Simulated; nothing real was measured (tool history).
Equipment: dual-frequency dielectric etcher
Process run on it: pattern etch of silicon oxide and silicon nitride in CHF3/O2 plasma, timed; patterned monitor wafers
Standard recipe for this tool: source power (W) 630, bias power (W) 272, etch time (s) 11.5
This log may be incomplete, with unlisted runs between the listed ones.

run,hour,source power (W),bias power (W),etch time (s),wafers since the last listed run,hours since the last wet clean,hours since the last source power generator calibration,hours since the last bias power generator calibration,hours since the last upper electrode change,hours since the gauge calibration,"read-back reference wafer on the same gauge, depth_nm",mean etch depth across the wafer (angstrom)
1,0,630,272,11.5,0,65.9,3600.9,1674.8,2917.6,119.3,22.8,200
2,12.8,630,272,11.5,145,78.7,3613.7,1687.6,2930.4,132.1,22.81,201
3,27.9,630,272,11.5,172,93.8,3628.8,1702.7,2945.5,147.2,22.81,199.7
4,40,630,272,11.5,137,105.9,3640.9,1714.8,2957.6,159.3,22.78,199.4
5,49.4,630,272,11.5,107,115.3,3650.3,1724.2,2967,168.7,22.8,200.9
6,59.9,630,272,11.5,119,125.8,3660.8,1734.7,2977.5,179.2,22.81,200.2
7,76,630,272,11.5,183,141.9,3676.9,1750.8,2993.6,195.3,22.78,200.2
8,85,630,272,11.5,102,150.9,3685.9,1759.8,3002.6,204.3,22.8,200.5
9,101.4,630,272,11.5,187,167.3,3702.3,1776.2,3019,220.7,22.8,199
10,112.5,630,272,11.5,126,178.4,3713.4,1787.3,3030.1,231.8,22.79,200.1
11,126.7,630,237,11.5,161,192.6,3727.6,1801.5,3044.3,246,22.79,186
12,133.4,630,237,11.5,76,199.3,3734.3,1808.2,3051,252.7,22.78,185.7
13,142.8,630,237,11.5,107,208.7,3743.7,1817.6,3060.4,262.1,22.82,186.1
14,149.4,630,310,11.5,75,215.3,3750.3,1824.2,3067,268.7,22.79,212.2
15,158.7,630,272,12.5,106,224.6,3759.6,1833.5,3076.3,278,22.8,216
16,174.1,630,297,10.5,175,240,3775,1848.9,3091.7,293.4,22.82,190.1
# hour 179.3: source power generator calibrated
17,211.9,630,272,11.5,385,277.8,32.6,1886.7,3129.5,331.2,22.81,198.2
# hour 247: wet clean of the chamber
# hour 258: bias power generator calibrated
18,258.5,630,272,11.5,212,11.5,79.2,0.5,3176.1,377.8,22.8,203.2
19,263.9,630,308,8.5,61,16.9,84.6,5.9,3181.5,383.2,22.78,159.6

What will run 20 give?
20,293.1,630,298,11.5,332,46.1,113.8,35.1,3210.7,412.4,?,?

For run 20 the tool returned read-back reference wafer on the same gauge, depth_nm 22.77, mean etch depth across the wafer (angstrom) 211.3.
If the tool had no hidden condition, the same run with the same run-to-run variation would have returned mean etch depth across the wafer (angstrom) 211.8.
